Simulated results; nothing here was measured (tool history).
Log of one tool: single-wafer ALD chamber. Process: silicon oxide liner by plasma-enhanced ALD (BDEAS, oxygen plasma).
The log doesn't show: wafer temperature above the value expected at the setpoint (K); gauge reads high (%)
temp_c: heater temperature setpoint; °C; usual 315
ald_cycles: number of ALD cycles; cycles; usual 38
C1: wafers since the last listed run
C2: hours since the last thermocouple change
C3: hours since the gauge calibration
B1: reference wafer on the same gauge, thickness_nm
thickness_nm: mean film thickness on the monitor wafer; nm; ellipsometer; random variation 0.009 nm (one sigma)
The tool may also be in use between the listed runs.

{"run": 1, "day": 0.0, "temp_c": 315, "ald_cycles": 42, "C1": 0, "C2": 975.3, "C3": 172.1, "B1": 3.86, "thickness_nm": 3.976}
{"run": 2, "day": 0.75, "temp_c": 315, "ald_cycles": 42, "C1": 109, "C2": 993.3, "C3": 190.1, "B1": 3.859, "thickness_nm": 3.989}
{"run": 3, "day": 1.225, "temp_c": 315, "ald_cycles": 38, "C1": 69, "C2": 1004.7, "C3": 201.5, "B1": 3.862, "thickness_nm": 3.615}
{"run": 4, "day": 1.921, "temp_c": 315, "ald_cycles": 38, "C1": 101, "C2": 1021.4, "C3": 218.2, "B1": 3.861, "thickness_nm": 3.606}
{"run": 5, "day": 2.379, "temp_c": 315, "ald_cycles": 38, "C1": 66, "C2": 1032.4, "C3": 229.2, "B1": 3.863, "thickness_nm": 3.603}
{"run": 6, "day": 2.754, "temp_c": 315, "ald_cycles": 38, "C1": 54, "C2": 1041.4, "C3": 238.2, "B1": 3.865, "thickness_nm": 3.608}
{"run": 7, "day": 3.3, "temp_c": 315, "ald_cycles": 38, "C1": 79, "C2": 1054.5, "C3": 251.3, "B1": 3.866, "thickness_nm": 3.609}
{"run": 8, "day": 3.804, "temp_c": 315, "ald_cycles": 38, "C1": 73, "C2": 1066.6, "C3": 263.4, "B1": 3.868, "thickness_nm": 3.621}
{"run": 9, "day": 4.175, "temp_c": 308, "ald_cycles": 42, "C1": 54, "C2": 1075.5, "C3": 272.3, "B1": 3.866, "thickness_nm": 4.018}
{"run": 10, "day": 4.762, "temp_c": 308, "ald_cycles": 42, "C1": 85, "C2": 1089.6, "C3": 286.4, "B1": 3.87, "thickness_nm": 4.047}
{"run": 11, "day": 6.758, "temp_c": 315, "ald_cycles": 38, "C1": 291, "C2": 1137.5, "C3": 334.3, "B1": 3.874, "thickness_nm": 3.62}
{"run": 12, "day": 7.121, "temp_c": 315, "ald_cycles": 38, "C1": 52, "C2": 1146.2, "C3": 343.0, "B1": 3.875, "thickness_nm": 3.619}
{"run": 13, "day": 7.446, "temp_c": 315, "ald_cycles": 41, "C1": 47, "C2": 1154.0, "C3": 350.8, "B1": 3.869, "thickness_nm": 3.92}
{"run": 14, "day": 7.867, "temp_c": 315, "ald_cycles": 41, "C1": 61, "C2": 1164.1, "C3": 360.9, "B1": 3.877, "thickness_nm": 3.893}
{"run": 15, "day": 8.367, "temp_c": 315, "ald_cycles": 41, "C1": 72, "C2": 1176.1, "C3": 372.9, "B1": 3.877, "thickness_nm": 3.906}
{"run": 16, "day": 10.425, "temp_c": 315, "ald_cycles": 40, "C1": 300, "C2": 1225.5, "C3": 422.3, "B1": 3.878, "thickness_nm": 3.798}
{"run": 17, "day": 11.171, "temp_c": 311, "ald_cycles": 38, "C1": 108, "C2": 1243.4, "C3": 440.2, "B1": 3.882, "thickness_nm": 3.633}
{"run": 18, "day": 11.692, "temp_c": 311, "ald_cycles": 38, "C1": 75, "C2": 1255.9, "C3": 452.7, "B1": 3.88, "thickness_nm": 3.66}
{"run": 19, "day": 12.412, "temp_c": 311, "ald_cycles": 38, "C1": 105, "C2": 1273.2, "C3": 470.0, "B1": 3.882, "thickness_nm": 3.668}
{"day": 12.754, "done": "thermocouple changed; heater temperature recalibrated"}
{"run": 20, "day": 12.788, "temp_c": 315, "ald_cycles": 38, "C1": 6, "C2": 0.8, "C3": 479.0, "B1": 3.886, "thickness_nm": 3.63}
{"run": 21, "day": 13.071, "temp_c": 315, "ald_cycles": 38, "C1": 41, "C2": 7.6, "C3": 485.8, "B1": 3.885, "thickness_nm": 3.612}
{"run": 22, "day": 13.621, "temp_c": 315, "ald_cycles": 38, "C1": 80, "C2": 20.8, "C3": 499.0, "B1": 3.889, "thickness_nm": 3.641}
{"run": 23, "day": 14.146, "temp_c": 308, "ald_cycles": 38, "C1": 76, "C2": 33.4, "C3": 511.6, "B1": 3.887, "thickness_nm": 3.669}
{"run": 24, "day": 14.688, "temp_c": 315, "ald_cycles": 38, "C1": 79, "C2": 46.4, "C3": 524.6, "B1": 3.889, "thickness_nm": 3.637}
{"run": 25, "day": 15.396, "temp_c": 315, "ald_cycles": 38, "C1": 103, "C2": 63.4, "C3": 541.6, "B1": 3.894, "thickness_nm": 3.637}
{"run": 26, "day": 15.738, "temp_c": 321, "ald_cycles": 34, "C1": 49, "C2": 71.6, "C3": 549.8, "B1": 3.892, "thickness_nm": 3.215}
{"run": 27, "day": 16.229, "temp_c": 325, "ald_cycles": 42, "C1": 71, "C2": 83.4, "C3": 561.6, "B1": 3.89, "thickness_nm": 3.964}
{"run": 28, "day": 16.579, "temp_c": 300, "ald_cycles": 38, "C1": 51, "C2": 91.8, "C3": 570.0, "B1": 3.897, "thickness_nm": 3.719}
{"day": 16.596, "done": "gauge calibrated"}
{"run": 29, "day": 17.288, "temp_c": 302, "ald_cycles": 44, "C1": 103, "C2": 108.8, "C3": 16.6, "B1": 3.856, "thickness_nm": 4.248}
{"run": 30, "day": 17.775, "temp_c": 315, "ald_cycles": 38, "C1": 71, "C2": 120.5, "C3": 28.3, "B1": 3.86, "thickness_nm": 3.625}
{"run": 31, "day": 18.475, "temp_c": 309, "ald_cycles": 45, "C1": 102, "C2": 137.3, "C3": 45.1, "B1": 3.858, "thickness_nm": 4.313}
{"run": 32, "day": 18.875, "temp_c": 315, "ald_cycles": 38, "C1": 58, "C2": 146.9, "C3": 54.7, "B1": 3.861, "thickness_nm": 3.612}
{"run": 33, "day": 19.371, "temp_c": 310, "ald_cycles": 31, "C1": 72, "C2": 158.8, "C3": 66.6, "B1": 3.858, "thickness_nm": 2.961}
{"run": 34, "day": 20.446, "temp_c": 322, "ald_cycles": 38, "C1": 156, "C2": 184.6, "C3": 92.4, "B1": 3.865, "thickness_nm": 3.582}
{"run": 35, "day": 21.108, "temp_c": 306, "ald_cycles": 32, "C1": 96, "C2": 200.5, "C3": 108.3, "B1": 3.865, "thickness_nm": 3.082}
{"run": 36, "day": 21.612, "temp_c": 327, "ald_cycles": 38, "C1": 73, "C2": 212.6, "C3": 120.4, "B1": 3.867, "thickness_nm": 3.561}
{"run": 37, "day": 22.304, "temp_c": 321, "ald_cycles": 32, "C1": 100, "C2": 229.2, "C3": 137.0, "B1": 3.869, "thickness_nm": 3.013}
{"run": 38, "day": 22.608, "temp_c": 315, "ald_cycles": 38, "C1": 44, "C2": 236.5, "C3": 144.3, "B1": 3.873, "thickness_nm": 3.602}
{"run": 39, "day": 23.342, "temp_c": 304, "ald_cycles": 35, "C1": 106, "C2": 254.1, "C3": 161.9, "B1": 3.87, "thickness_nm": 3.394}

Run 40 comes next. What will it give?
{"run": 40, "day": 24.042, "temp_c": 315, "ald_cycles": 38, "C1": 102, "C2": 270.9, "C3": 178.7, "B1": "?", "thickness_nm": "?"}

Run 40 gave B1 3.871, thickness_nm 3.617 nm.
Without the tool's hidden state the same run would have given thickness_nm 3.596 nm.
